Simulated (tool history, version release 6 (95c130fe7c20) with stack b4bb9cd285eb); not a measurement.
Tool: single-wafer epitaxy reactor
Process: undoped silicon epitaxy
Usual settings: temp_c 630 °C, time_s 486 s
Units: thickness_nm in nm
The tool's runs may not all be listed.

run	hour	temp_c	time_s	read-back reference wafer on the same gauge, thickness_nm	thickness_nm
1	0	630	486	59.292	54.5
2	61.5	630	486	59.336	54.501
3	165.3	630	486	59.302	54.638
4	252.4	630	486	59.29	54.717
5	313	630	486	59.343	55.102
6	393.2	630	486	59.293	55.176
7	467.5	630	433	59.308	49.495
8	519.3	630	486	59.332	55.27
9	582.4	630	486	59.249	55.075
10	869.6	630	486	59.349	55.652
11	949.9	630	514	59.364	59.086
12	1021.5	630	486	59.29	55.859
13	1102.9	630	486	59.282	55.861
14	1196.8	630	486	59.296	55.663
15	1249.4	626	486	59.364	51.779
16	1323.8	626	486	59.264	51.794
17	1376.5	625	436	59.35	45.336
18	1432.8	616	420	59.275	36.327

The next listed run, before its measurement:
# hour 1520: gauge calibrated
19	1536	630	486	?	?

read-back reference wafer on the same gauge, thickness_nm: 59.303
thickness_nm: 55.969 nm
Without the tool's hidden state the same run would have given thickness_nm 54.223 nm.
